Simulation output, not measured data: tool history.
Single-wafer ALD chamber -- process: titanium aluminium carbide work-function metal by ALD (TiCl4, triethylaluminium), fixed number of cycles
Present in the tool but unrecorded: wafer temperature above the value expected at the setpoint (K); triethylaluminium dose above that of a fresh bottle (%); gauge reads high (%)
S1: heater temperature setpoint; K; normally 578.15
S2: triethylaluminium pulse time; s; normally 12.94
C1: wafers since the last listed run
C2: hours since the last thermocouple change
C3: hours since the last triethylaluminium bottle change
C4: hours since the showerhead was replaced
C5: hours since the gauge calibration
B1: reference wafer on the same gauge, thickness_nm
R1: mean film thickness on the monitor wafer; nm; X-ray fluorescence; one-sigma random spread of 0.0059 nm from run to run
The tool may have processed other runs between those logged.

Run 1, hour 0.0: usual settings but S2 11.13 s; C1 0; C2 992.5; C3 1623.9; C4 6201.7; C5 119.6; B1 2.029. Result: R1 1.860 nm.
Run 2, hour 10.2: usual settings; C1 91; C2 1002.7; C3 1634.1; C4 6211.9; C5 129.8; B1 2.029. Result: R1 1.950 nm.
Run 3, hour 17.2: usual settings but S2 15.86 s; C1 62; C2 1009.7; C3 1641.1; C4 6218.9; C5 136.8; B1 2.031. Result: R1 2.034 nm.
Run 4, hour 25.5: usual settings but S2 15.86 s; C1 74; C2 1018.0; C3 1649.4; C4 6227.2; C5 145.1; B1 2.029. Result: R1 2.020 nm.
Run 5, hour 38.6: usual settings but S2 15.86 s; C1 117; C2 1031.1; C3 1662.5; C4 6240.3; C5 158.2; B1 2.028. Result: R1 2.030 nm.
At hour 57.8: triethylaluminium bottle replaced.
Run 6, hour 58.3: usual settings; C1 104; C2 1050.8; C3 0.5; C4 6260.0; C5 177.9; B1 2.031. Result: R1 2.061 nm.
Run 7, hour 60.2: usual settings; C1 16; C2 1052.7; C3 2.4; C4 6261.9; C5 179.8; B1 2.030. Result: R1 2.059 nm.
At hour 73.2: showerhead replaced.
Run 8, hour 74.8: usual settings; C1 59; C2 1067.3; C3 17.0; C4 1.6; C5 194.4; B1 2.029. Result: R1 2.079 nm.
Run 9, hour 86.5: usual settings; C1 104; C2 1079.0; C3 28.7; C4 13.3; C5 206.1; B1 2.030. Result: R1 2.067 nm.
Run 10, hour 101.7: usual settings; C1 135; C2 1094.2; C3 43.9; C4 28.5; C5 221.3; B1 2.033. Result: R1 2.071 nm.
Run 11, hour 110.1: usual settings but S1 567.15 K, S2 10.55 s; C1 75; C2 1102.6; C3 52.3; C4 36.9; C5 229.7; B1 2.027. Result: R1 1.902 nm.
At hour 126.3: thermocouple changed; heater temperature recalibrated.
Run 12, hour 126.8: usual settings but S1 589.15 K, S2 15.14 s; C1 77; C2 0.5; C3 69.0; C4 53.6; C5 246.4; B1 2.030. Result: R1 2.204 nm.
Run 13, hour 134.9: usual settings but S1 564.15 K, S2 9.86 s; C1 72; C2 8.6; C3 77.1; C4 61.7; C5 254.5; B1 2.031. Result: R1 1.849 nm.
Run 14, hour 149.8: usual settings; C1 133; C2 23.5; C3 92.0; C4 76.6; C5 269.4; B1 2.029. Result: R1 2.064 nm.
Run 15, hour 158.0: usual settings but S1 593.15 K, S2 16.19 s; C1 73; C2 31.7; C3 100.2; C4 84.8; C5 277.6; B1 2.031. Result: R1 2.233 nm.
Run 16, hour 173.7: usual settings but S1 587.15 K, S2 8.16 s; C1 140; C2 47.4; C3 115.9; C4 100.5; C5 293.3; B1 2.030. Result: R1 1.932 nm.
Run 17, hour 182.2: usual settings but S2 10.56 s; C1 76; C2 55.9; C3 124.4; C4 109.0; C5 301.8; B1 2.029. Result: R1 2.011 nm.
Run 18, hour 189.5: usual settings but S1 567.15 K, S2 15.33 s; C1 65; C2 63.2; C3 131.7; C4 116.3; C5 309.1; B1 2.030. Result: R1 1.980 nm.
Run 19, hour 198.1: usual settings; C1 76; C2 71.8; C3 140.3; C4 124.9; C5 317.7; B1 2.028. Result: R1 2.072 nm.
Run 20, hour 204.1: usual settings but S1 566.15 K, S2 11.29 s; C1 53; C2 77.8; C3 146.3; C4 130.9; C5 323.7; B1 2.029. Result: R1 1.917 nm.
Run 21, hour 217.1: usual settings but S1 568.15 K, S2 11.25 s; C1 116; C2 90.8; C3 159.3; C4 143.9; C5 336.7; B1 2.029. Result: R1 1.946 nm.
Run 22, hour 225.9: usual settings but S1 586.15 K, S2 11.59 s; C1 78; C2 99.6; C3 168.1; C4 152.7; C5 345.5; B1 2.028. Result: R1 2.118 nm.
Run 23, hour 242.3: usual settings but S1 585.15 K, S2 11.05 s; C1 146; C2 116.0; C3 184.5; C4 169.1; C5 361.9; B1 2.029. Result: R1 2.096 nm.
At hour 248.2: gauge calibrated.
Run 24, hour 259.6: usual settings but S1 588.15 K, S2 16.93 s; C1 154; C2 133.3; C3 201.8; C4 186.4; C5 11.4; B1 2.030. Result: R1 2.195 nm.
Run 25, hour 267.1: usual settings; C1 67; C2 140.8; C3 209.3; C4 193.9; C5 18.9; B1 2.030. Result: R1 2.071 nm.
Run 26, hour 279.5: usual settings but S1 593.15 K; C1 110; C2 153.2; C3 221.7; C4 206.3; C5 31.3; B1 2.028. Result: R1 2.226 nm.
Run 27, hour 294.3: usual settings but S1 589.15 K; C1 132; C2 168.0; C3 236.5; C4 221.1; C5 46.1; B1 2.030. Result: R1 2.178 nm.
Run 28, hour 309.2: usual settings; C1 133; C2 182.9; C3 251.4; C4 236.0; C5 61.0; B1 2.031. Result: R1 2.073 nm.
Run 29, hour 319.0: usual settings but S1 588.15 K, S2 8.92 s; C1 87; C2 192.7; C3 261.2; C4 245.8; C5 70.8; B1 2.030. Result: R1 2.006 nm.
Run 30, hour 334.8: usual settings but S1 587.15 K, S2 9.03 s; C1 141; C2 208.5; C3 277.0; C4 261.6; C5 86.6; B1 2.032. Result: R1 1.994 nm.
Run 31, hour 344.3: usual settings; C1 84; C2 218.0; C3 286.5; C4 271.1; C5 96.1; B1 2.030. Result: R1 2.061 nm.
Run 32, hour 362.0: usual settings but S1 585.15 K, S2 8.96 s; C1 158; C2 235.7; C3 304.2; C4 288.8; C5 113.8; B1 2.032. Result: R1 1.980 nm.

5 ways to go on from here, each from the tool as it stands after run 32. What would each give?
Run A, hour 362.4: usual settings; C1 3; C2 236.1; C3 304.6; C4 289.2; C5 114.2; B1 ?. Result: R1 ?.
Run B, hour 362.4: usual settings but S1 566.15 K, S2 9.79 s; C1 3; C2 236.1; C3 304.6; C4 289.2; C5 114.2; B1 ?. Result: R1 ?.
Run C, hour 362.4: usual settings but S1 574.15 K, S2 11.33 s; C1 3; C2 236.1; C3 304.6; C4 289.2; C5 114.2; B1 ?. Result: R1 ?.
Run D, hour 362.4: usual settings but S1 570.15 K; C1 3; C2 236.1; C3 304.6; C4 289.2; C5 114.2; B1 ?. Result: R1 ?.
Run E, hour 362.4: usual settings but S1 568.15 K; C1 3; C2 236.1; C3 304.6; C4 289.2; C5 114.2; B1 ?. Result: R1 ?.

run     B1     R1
  A  2.031  2.059
  B  2.031  1.850
  C  2.031  1.988
  D  2.031  1.979
  E  2.031  1.960
Stripped of hidden state, with their random variation kept, the same runs would have yielded:
run     R1
  A  2.066
  B  1.867
  C  1.998
  D  1.986
  E  1.966
